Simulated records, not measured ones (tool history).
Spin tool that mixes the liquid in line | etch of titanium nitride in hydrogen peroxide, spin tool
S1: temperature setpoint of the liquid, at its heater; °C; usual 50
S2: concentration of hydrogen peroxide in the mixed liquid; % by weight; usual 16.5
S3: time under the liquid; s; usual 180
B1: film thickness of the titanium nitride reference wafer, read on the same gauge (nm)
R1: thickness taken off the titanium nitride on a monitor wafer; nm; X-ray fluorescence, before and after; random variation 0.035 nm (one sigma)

run    hour    S1    S2   S3      B1     R1
  1       0    50    15  180   68.93  4.127
  2   102.6    50  16.5  135  68.812  3.153
  3   209.9    50  16.5  135  68.676  3.135
  4   287.1    50  16.5  135   68.59  3.176
  5   331.9    47  16.5  180  68.543  3.345
  6   414.2    47  16.5  180  68.413  3.339
  7   465.7    50  16.5  180  68.357  4.105
  8   536.3    50  16.5  180  68.218  4.145
  9   587.2    50  16.5  180    68.2  4.126
 10   637.6    55  16.5  180  68.077  5.938
 11   703.4    44  21.5  220  67.964  3.459
      768.2  -- peroxide flow meter replaced
      769.8  -- heated supply line repaired
 12     771    54  16.5  180  67.924  5.535
        774  -- new drum of peroxide connected
 13   810.4    50  16.5  180  67.828  4.189
 14   856.3    50  16.5  130  67.697  2.924
      953.9  -- gauge calibrated
 15   956.5  53.5  13.5  260  70.387  7.584
 16  1051.3  56.5  16.5  120  70.407  4.613
 17  1123.8  58.5  20.5  145  70.388  6.606
 18  1195.2    56    19  150  70.377  5.683
 19  1235.7    58    15  120  70.379  4.979
 20  1304.7    50  18.5  180  70.374  4.445
 21  1409.8  54.5  16.5  180  70.365  5.953
 22  1465.7    50  21.5  180    70.3  4.502
 23  1504.2    50  16.5  180  70.317  4.298
 24    1586    50  16.5  180   70.31  4.316
 25  1662.6    50    20  180  70.234  4.416
       1710  -- thermometer replaced
 26    1756    50  14.5  215  70.228   5.01

Forecast each of these 3 alternatives for the next run:
  A  1756.5    50  16.5  180   ?   ?
  B  1756.5    50    13  180   ?   ?
  C  1756.5  41.5  16.5  180   ?   ?

run      B1     R1
  A  70.166  4.299
  B  70.166  4.089
  C  70.166  2.289
Without the tool's hidden state the same runs would have given:
run     R1
  A  4.287
  B  4.077
  C  2.282

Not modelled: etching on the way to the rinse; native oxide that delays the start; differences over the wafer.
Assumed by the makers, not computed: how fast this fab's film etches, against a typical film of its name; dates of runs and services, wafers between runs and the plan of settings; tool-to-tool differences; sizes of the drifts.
